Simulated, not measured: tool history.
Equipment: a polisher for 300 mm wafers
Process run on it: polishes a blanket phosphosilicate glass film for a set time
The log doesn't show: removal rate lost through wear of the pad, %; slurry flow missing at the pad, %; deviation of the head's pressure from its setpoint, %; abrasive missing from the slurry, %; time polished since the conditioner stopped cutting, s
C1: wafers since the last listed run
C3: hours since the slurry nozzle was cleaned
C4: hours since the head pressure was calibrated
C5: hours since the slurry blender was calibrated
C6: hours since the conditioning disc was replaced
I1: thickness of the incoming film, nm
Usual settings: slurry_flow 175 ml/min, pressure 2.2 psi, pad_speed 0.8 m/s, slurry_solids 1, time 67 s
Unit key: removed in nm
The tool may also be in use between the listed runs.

run 1 hour=0 | slurry_flow=175 pressure=2.2 pad_speed=0.8 slurry_solids=1 time=67 | C1=0 wafers_polished_on_this_pad=1015 C3=286.5 C4=1108.8 C5=125 C6=35.9 | I1=3233.2 | removed=296.3
run 2 hour=23.5 | slurry_flow=175 pressure=2.2 pad_speed=0.8 slurry_solids=1 time=67 | C1=204 wafers_polished_on_this_pad=1219 C3=310 C4=1132.3 C5=148.5 C6=59.4 | I1=3223.8 | removed=302.1
run 3 hour=38.4 | slurry_flow=175 pressure=2.2 pad_speed=0.8 slurry_solids=1 time=67 | C1=129 wafers_polished_on_this_pad=1348 C3=324.9 C4=1147.2 C5=163.4 C6=74.3 | I1=3228.6 | removed=297.2
run 4 hour=50.9 | slurry_flow=175 pressure=2.2 pad_speed=0.8 slurry_solids=1 time=54 | C1=108 wafers_polished_on_this_pad=1457 C3=337.4 C4=1159.7 C5=175.9 C6=86.8 | I1=3323.6 | removed=244.1
-- hour=73.4 slurry blender recalibrated
run 5 hour=75.8 | slurry_flow=190 pressure=2.2 pad_speed=0.8 slurry_solids=1 time=67 | C1=199 wafers_polished_on_this_pad=1656 C3=362.3 C4=1184.6 C5=2.4 C6=111.7 | I1=3200.8 | removed=301.4
-- hour=120.3 worn pad replaced by a new one
run 6 hour=156.1 | slurry_flow=175 pressure=2.2 pad_speed=0.8 slurry_solids=1 time=67 | C1=663 wafers_polished_on_this_pad=311 C3=442.6 C4=1264.9 C5=82.7 C6=192 | I1=3265.9 | removed=297.9
-- hour=188 conditioning disc replaced and pad reconditioned
run 7 hour=188.5 | slurry_flow=175 pressure=2.2 pad_speed=0.8 slurry_solids=1 time=67 | C1=264 wafers_polished_on_this_pad=575 C3=475 C4=1297.3 C5=115.1 C6=0.5 | I1=3298.5 | removed=300.7
run 8 hour=200 | slurry_flow=175 pressure=2.7 pad_speed=0.8 slurry_solids=1.1 time=84 | C1=99 wafers_polished_on_this_pad=675 C3=486.5 C4=1308.8 C5=126.6 C6=12 | I1=3322 | removed=455.4
-- hour=223 head pressure recalibrated
run 9 hour=235.3 | slurry_flow=175 pressure=1.9 pad_speed=0.8 slurry_solids=1 time=67 | C1=289 wafers_polished_on_this_pad=964 C3=521.8 C4=12.3 C5=161.9 C6=47.3 | I1=3256.8 | removed=270.8
run 10 hour=262.8 | slurry_flow=175 pressure=1.7 pad_speed=0.8 slurry_solids=1 time=57 | C1=239 wafers_polished_on_this_pad=1203 C3=549.3 C4=39.8 C5=189.4 C6=74.8 | I1=3275.5 | removed=210.9
run 11 hour=283.2 | slurry_flow=175 pressure=2.2 pad_speed=0.8 slurry_solids=1 time=67 | C1=177 wafers_polished_on_this_pad=1381 C3=569.7 C4=60.2 C5=209.8 C6=95.2 | I1=3265.5 | removed=300.7
-- hour=305.6 slurry blender recalibrated
run 12 hour=313.8 | slurry_flow=215 pressure=3 pad_speed=0.58 slurry_solids=1 time=74 | C1=248 wafers_polished_on_this_pad=1629 C3=600.3 C4=90.8 C5=8.2 C6=125.8 | I1=3208.5 | removed=338.4
run 13 hour=334.3 | slurry_flow=175 pressure=2.2 pad_speed=0.8 slurry_solids=1 time=67 | C1=178 wafers_polished_on_this_pad=1807 C3=620.8 C4=111.3 C5=28.7 C6=146.3 | I1=3299.2 | removed=300.6
run 14 hour=347.6 | slurry_flow=175 pressure=2.2 pad_speed=0.8 slurry_solids=1 time=67 | C1=115 wafers_polished_on_this_pad=1923 C3=634.1 C4=124.6 C5=42 C6=159.6 | I1=3291.6 | removed=301.5
-- hour=361.4 worn pad replaced by a new one
-- hour=361.8 slurry nozzle cleaned
run 15 hour=383 | slurry_flow=175 pressure=2.2 pad_speed=0.54 slurry_solids=1 time=67 | C1=269 wafers_polished_on_this_pad=184 C3=21.2 C4=160 C5=77.4 C6=195 | I1=3215.2 | removed=220.1
run 16 hour=408.1 | slurry_flow=175 pressure=1.6 pad_speed=0.72 slurry_solids=1 time=56 | C1=218 wafers_polished_on_this_pad=402 C3=46.3 C4=185.1 C5=102.5 C6=220.1 | I1=3287.3 | removed=186.8
-- hour=421.5 conditioning disc replaced and pad reconditioned
run 17 hour=427.4 | slurry_flow=145 pressure=2.2 pad_speed=0.8 slurry_solids=1.2 time=67 | C1=150 wafers_polished_on_this_pad=552 C3=65.6 C4=204.4 C5=121.8 C6=5.9 | I1=3225.7 | removed=306.3
run 18 hour=439.8 | slurry_flow=175 pressure=2.2 pad_speed=0.8 slurry_solids=1 time=67 | C1=107 wafers_polished_on_this_pad=660 C3=78 C4=216.8 C5=134.2 C6=18.3 | I1=3322.8 | removed=297.8
run 19 hour=474.2 | slurry_flow=190 pressure=2.2 pad_speed=0.56 slurry_solids=0.85 time=87 | C1=298 wafers_polished_on_this_pad=959 C3=112.4 C4=251.2 C5=168.6 C6=52.7 | I1=3242.3 | removed=283.6
run 20 hour=506.6 | slurry_flow=205 pressure=2.5 pad_speed=0.56 slurry_solids=1 time=46 | C1=281 wafers_polished_on_this_pad=1241 C3=144.8 C4=283.6 C5=201 C6=85.1 | I1=3231.5 | removed=172.6
-- hour=518.6 slurry blender recalibrated
run 21 hour=522.4 | slurry_flow=175 pressure=1.8 pad_speed=0.92 slurry_solids=1 time=67 | C1=119 wafers_polished_on_this_pad=1361 C3=160.6 C4=299.4 C5=3.8 C6=100.9 | I1=3290.7 | removed=291.2
run 22 hour=538.5 | slurry_flow=175 pressure=3 pad_speed=0.8 slurry_solids=1.3 time=67 | C1=139 wafers_polished_on_this_pad=1500 C3=176.7 C4=315.5 C5=19.9 C6=117 | I1=3287.8 | removed=412.2
run 23 hour=551.1 | slurry_flow=175 pressure=2.2 pad_speed=0.8 slurry_solids=1 time=67 | C1=109 wafers_polished_on_this_pad=1610 C3=189.3 C4=328.1 C5=32.5 C6=129.6 | I1=3250.1 | removed=299.8
-- hour=565.9 worn pad replaced by a new one
run 24 hour=569.6 | slurry_flow=175 pressure=2.2 pad_speed=0.8 slurry_solids=1 time=67 | C1=126 wafers_polished_on_this_pad=32 C3=207.8 C4=346.6 C5=51 C6=148.1 | I1=3271.6 | removed=304.7
run 25 hour=588.7 | slurry_flow=175 pressure=2.2 pad_speed=0.8 slurry_solids=1 time=67 | C1=165 wafers_polished_on_this_pad=198 C3=226.9 C4=365.7 C5=70.1 C6=167.2 | I1=3253.3 | removed=298.5
run 26 hour=622.8 | slurry_flow=190 pressure=2.2 pad_speed=0.8 slurry_solids=1.3 time=85 | C1=296 wafers_polished_on_this_pad=494 C3=261 C4=399.8 C5=104.2 C6=201.3 | I1=3297.8 | removed=417.1
run 27 hour=657.2 | slurry_flow=175 pressure=2.4 pad_speed=0.54 slurry_solids=1 time=52 | C1=298 wafers_polished_on_this_pad=793 C3=295.4 C4=434.2 C5=138.6 C6=235.7 | I1=3265 | removed=181.7

Here are 3 independent what-if runs from the current tool condition. What would each one return?
run A hour=657.6 | slurry_flow=175 pressure=2.2 pad_speed=0.8 slurry_solids=1 time=67 | C1=3 wafers_polished_on_this_pad=797 C3=295.8 C4=434.6 C5=139 C6=236.1 | I1=3291.6 | removed=?
run B hour=657.6 | slurry_flow=175 pressure=2.2 pad_speed=0.8 slurry_solids=1 time=75 | C1=3 wafers_polished_on_this_pad=797 C3=295.8 C4=434.6 C5=139 C6=236.1 | I1=3291.6 | removed=?
run C hour=657.6 | slurry_flow=175 pressure=2.5 pad_speed=0.68 slurry_solids=1 time=82 | C1=3 wafers_polished_on_this_pad=797 C3=295.8 C4=434.6 C5=139 C6=236.1 | I1=3291.6 | removed=?

run=A removed=303.8
run=B removed=340
run=C removed=358.9
With the hidden condition removed and each run's random variation left untouched, the same runs would have given:
run=A removed=303.8
run=B removed=340
run=C removed=358.9

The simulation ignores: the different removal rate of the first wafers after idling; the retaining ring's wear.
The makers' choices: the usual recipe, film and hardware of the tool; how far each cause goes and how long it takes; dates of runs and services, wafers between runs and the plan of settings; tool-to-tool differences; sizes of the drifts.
